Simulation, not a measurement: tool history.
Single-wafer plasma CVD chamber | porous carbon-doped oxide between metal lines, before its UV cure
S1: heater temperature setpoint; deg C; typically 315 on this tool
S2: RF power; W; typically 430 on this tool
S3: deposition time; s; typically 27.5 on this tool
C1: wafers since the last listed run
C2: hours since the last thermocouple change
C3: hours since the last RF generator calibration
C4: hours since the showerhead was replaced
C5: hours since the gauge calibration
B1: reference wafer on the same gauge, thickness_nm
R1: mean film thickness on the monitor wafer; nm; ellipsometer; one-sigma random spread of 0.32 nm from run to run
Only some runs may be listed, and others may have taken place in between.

run,hour,S1,S2,S3,C1,C2,C3,C4,C5,B1,R1
1,0,315,430,27.5,0,1106.2,1196.8,6062.4,187.3,112.935,127.555
2,65,315,430,27.5,1442,1171.2,1261.8,6127.4,252.3,113.009,127.091
3,100.1,315,430,27.5,779,1206.3,1296.9,6162.5,287.4,112.963,127.154
4,120.4,315,430,27.5,450,1226.6,1317.2,6182.8,307.7,113.024,127.553
5,142.6,315,430,27.5,492,1248.8,1339.4,6205,329.9,112.985,127.039
6,174.2,315,430,27.5,701,1280.4,1371,6236.6,361.5,112.982,126.717
7,206.4,315,430,27.5,714,1312.6,1403.2,6268.8,393.7,112.936,126.532
8,238.6,315,430,27.5,714,1344.8,1435.4,6301,425.9,113.019,127.206
9,256.2,315,430,27.5,390,1362.4,1453,6318.6,443.5,112.928,126.783
# hour 264.8: gauge calibrated
10,272.1,315,430,27.5,352,1378.3,1468.9,6334.5,7.3,113.009,127.161
11,290.7,315,430,27.5,412,1396.9,1487.5,6353.1,25.9,112.978,126.805
12,310.7,315,430,27.5,443,1416.9,1507.5,6373.1,45.9,112.966,126.911
# hour 323: RF generator calibrated
13,326,315,490,30.1,162,1432.2,3,6388.4,61.2,113.019,148.818
14,345.5,315,490,30.1,432,1451.7,22.5,6407.9,80.7,112.876,148.291
15,381.5,315,430,27.5,799,1487.7,58.5,6443.9,116.7,112.961,122.441
16,393.7,315,490,30.1,270,1499.9,70.7,6456.1,128.9,112.992,148.061
17,409,325,505,29.9,339,1515.2,86,6471.4,144.2,113.054,142.387
18,442.8,324,430,32.4,750,1549,119.8,6505.2,178,112.976,135.257
# hour 455.9: RF generator calibrated, repeated, since the last time left the tool worse
19,457.2,315,480,31.7,142,1563.4,1.3,6519.6,192.4,112.971,164.561
20,479,315,510,27.5,483,1585.2,23.1,6541.4,214.2,113.034,148.954
21,514.1,324,365,30.7,779,1620.3,58.2,6576.5,249.3,113.086,122.413
22,544.9,302,430,27.5,683,1651.1,89,6607.3,280.1,113.005,142.161
23,574.5,305,430,27.5,657,1680.7,118.6,6636.9,309.7,112.966,139.645
# hour 603.2: showerhead replaced
24,603.7,315,430,27.5,470,1709.9,147.8,0.5,338.9,112.92,130.486
# hour 626.2: thermocouple changed; heater temperature recalibrated
25,631.4,310,430,25.7,437,5.2,175.5,28.2,366.6,113.047,126.339
26,661.8,325,505,29.9,674,35.6,205.9,58.6,397,112.99,150.634
# hour 709.4: gauge calibrated
27,737.4,306,460,23.6,1678,111.2,281.5,134.2,28,112.983,124.839
28,769.9,315,430,27.5,721,143.7,314,166.7,60.5,113.012,129.807
29,785.8,300,350,25.5,352,159.6,329.9,182.6,76.4,113.063,111.412

How would selected steps in R1 from run to run divide? Give the signed amount a tool lacking its hidden state would still show from settings, what came in and random variation, and the signed amount left for the hidden state, including any gauge scatter that is not in both of the compared results.
What the log doesn't record here: wafer temperature above the value expected at the setpoint (K); delivered RF power above the setpoint (%); gauge reads high (%).
Run 12 -> 13: S2 430 -> 490, S3 27.5 -> 30.1, RF generator calibrated. R1 +21.907 nm: hidden state -5.169, all else +27.076.
Run 18 -> 19: S1 324 -> 315, S2 430 -> 480, S3 32.4 -> 31.7, RF generator calibrated, repeated, since the last time left the tool worse. R1 +29.304 nm: hidden state +11.869, all else +17.435.
Run 20 -> 21: S1 315 -> 324, S2 510 -> 365, S3 27.5 -> 30.7. R1 -26.541 nm: hidden state -0.312, all else -26.229.
